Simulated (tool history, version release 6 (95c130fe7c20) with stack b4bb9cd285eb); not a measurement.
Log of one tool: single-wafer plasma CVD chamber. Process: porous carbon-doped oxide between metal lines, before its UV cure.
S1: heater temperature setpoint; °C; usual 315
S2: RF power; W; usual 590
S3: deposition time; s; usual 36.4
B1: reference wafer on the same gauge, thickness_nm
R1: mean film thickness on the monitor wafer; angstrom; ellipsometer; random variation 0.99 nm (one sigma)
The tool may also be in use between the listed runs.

run   hour   S1   S2    S3       B1       R1
  1      0  315  590  39.2  180.117  2092.51
  2   61.8  315  590  36.4  180.081  1931.32
     114.6  -- gauge calibrated
  3    145  315  590  36.4  180.043  1920.67
  4    232  315  590  36.4      180  1909.33
  5  275.2  315  590  36.4  179.689  1898.97
     292.5  -- RF generator calibrated
  6  344.8  315  590  36.4   180.19  2022.83
     359.5  -- showerhead replaced, of another model than before
  7  389.4  315  590  36.4  180.194  2048.68
  8    459  302  525  33.2  180.285  1866.64
     524.9  -- gauge calibrated
  9    530  315  590  36.4   180.18  2019.88
 10  595.1  329  590  36.4  180.004  1877.84
 11  661.9  323  590  41.9  180.129  2219.31
     701.4  -- thermocouple changed; heater temperature recalibrated
 12  713.1  303  525  39.7  180.035  2200.42
 13  778.3  306  590  40.7  179.559  2413.16
 14  877.7  329  620  36.4  179.995  1920.03

4 ways to go on from here, each from the tool as it stands after run 14. What would each give?
  A  878.1  315  590  40.2   ?   ?
  B  878.1  315  590  29.4   ?   ?
  C  878.1  309  650  40.1   ?   ?
  D  878.1  307  645    32   ?   ?

run       B1       R1
  A  179.968  2228.67
  B  179.968  1644.05
  C  179.968  2460.75
  D  179.968  1990.14
Without the tool's hidden state the same runs would have given:
run       R1
  A   2252.3
  B  1661.48
  C  2486.77
  D  2011.25
